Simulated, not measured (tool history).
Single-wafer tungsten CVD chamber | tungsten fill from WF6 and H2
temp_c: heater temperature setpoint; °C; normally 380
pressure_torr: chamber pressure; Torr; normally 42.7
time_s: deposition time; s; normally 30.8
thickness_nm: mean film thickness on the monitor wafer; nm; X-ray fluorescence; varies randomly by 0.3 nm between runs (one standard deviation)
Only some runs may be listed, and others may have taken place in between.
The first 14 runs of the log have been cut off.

| run | hour | temp_c | pressure_torr | time_s | read-back reference wafer on the same gauge, thickness_nm | thickness_nm |
|---|---|---|---|---|---|---|
| 15 | 703.1 | 380 | 46.9 | 28.1 | 76.838 | 64.813 |
|  | 724.3 | capacitance manometer re-zeroed and calibrated |
| 16 | 756.1 | 380 | 42.7 | 30.8 | 76.929 | 68.522 |
| 17 | 799.9 | 368 | 48.4 | 35.5 | 76.853 | 61.975 |
| 18 | 860.2 | 380 | 38.9 | 30.8 | 76.945 | 66.116 |
| 19 | 928.4 | 372 | 52.6 | 36.4 | 76.835 | 72.708 |
| 20 | 985.0 | 380 | 52.7 | 30.8 | 76.881 | 74.153 |
|  | 1000.8 | showerhead replaced, of another model than before |
| 21 | 1051.2 | 391 | 46.8 | 29.2 | 76.977 | 88.119 |
| 22 | 1112.4 | 388 | 42.7 | 30.8 | 76.916 | 81.847 |
| 23 | 1175.8 | 395 | 42.7 | 34.9 | 76.906 | 107.826 |
| 24 | 1210.5 | 380 | 42.7 | 30.8 | 76.892 | 68.272 |
| 25 | 1274.7 | 375 | 35.4 | 34.9 | 76.879 | 59.537 |
| 26 | 1329.3 | 375 | 39.7 | 33.2 | 76.892 | 61.339 |
| 27 | 1388.2 | 380 | 42.7 | 26.1 | 76.893 | 57.815 |
|  | 1426.2 | thermocouple changed; heater temperature recalibrated |
| 28 | 1426.7 | 380 | 42.7 | 30.8 | 76.900 | 71.595 |
| 29 | 1502.8 | 380 | 42.7 | 25.0 | 76.922 | 57.702 |
| 30 | 1550.0 | 380 | 42.7 | 35.6 | 76.930 | 81.235 |
| 31 | 1593.6 | 380 | 36.5 | 25.3 | 76.867 | 50.896 |
| 32 | 1643.8 | 380 | 42.7 | 30.8 | 76.934 | 69.885 |
| 33 | 1709.3 | 391 | 32.9 | 25.0 | 77.009 | 58.329 |
| 34 | 1757.0 | 373 | 39.0 | 35.7 | 76.999 | 64.119 |
| 35 | 1820.4 | 395 | 49.7 | 30.8 | 76.902 | 106.526 |

Forecast each of these 3 alternatives for the next run:
| A | 1820.8 | 380 | 42.7 | 30.8 | ? | ? |
| B | 1820.8 | 371 | 42.7 | 32.6 | ? | ? |
| C | 1820.8 | 380 | 42.7 | 28.0 | ? | ? |

| run | read-back reference wafer on the same gauge, thickness_nm | thickness_nm |
|---|---|---|
| A | 76.914 | 68.950 |
| B | 76.914 | 58.928 |
| C | 76.914 | 62.658 |
With the hidden condition removed and each run's random variation left untouched, the same runs would have given:
| run | thickness_nm |
|---|---|
| A | 70.945 |
| B | 60.712 |
| C | 64.471 |

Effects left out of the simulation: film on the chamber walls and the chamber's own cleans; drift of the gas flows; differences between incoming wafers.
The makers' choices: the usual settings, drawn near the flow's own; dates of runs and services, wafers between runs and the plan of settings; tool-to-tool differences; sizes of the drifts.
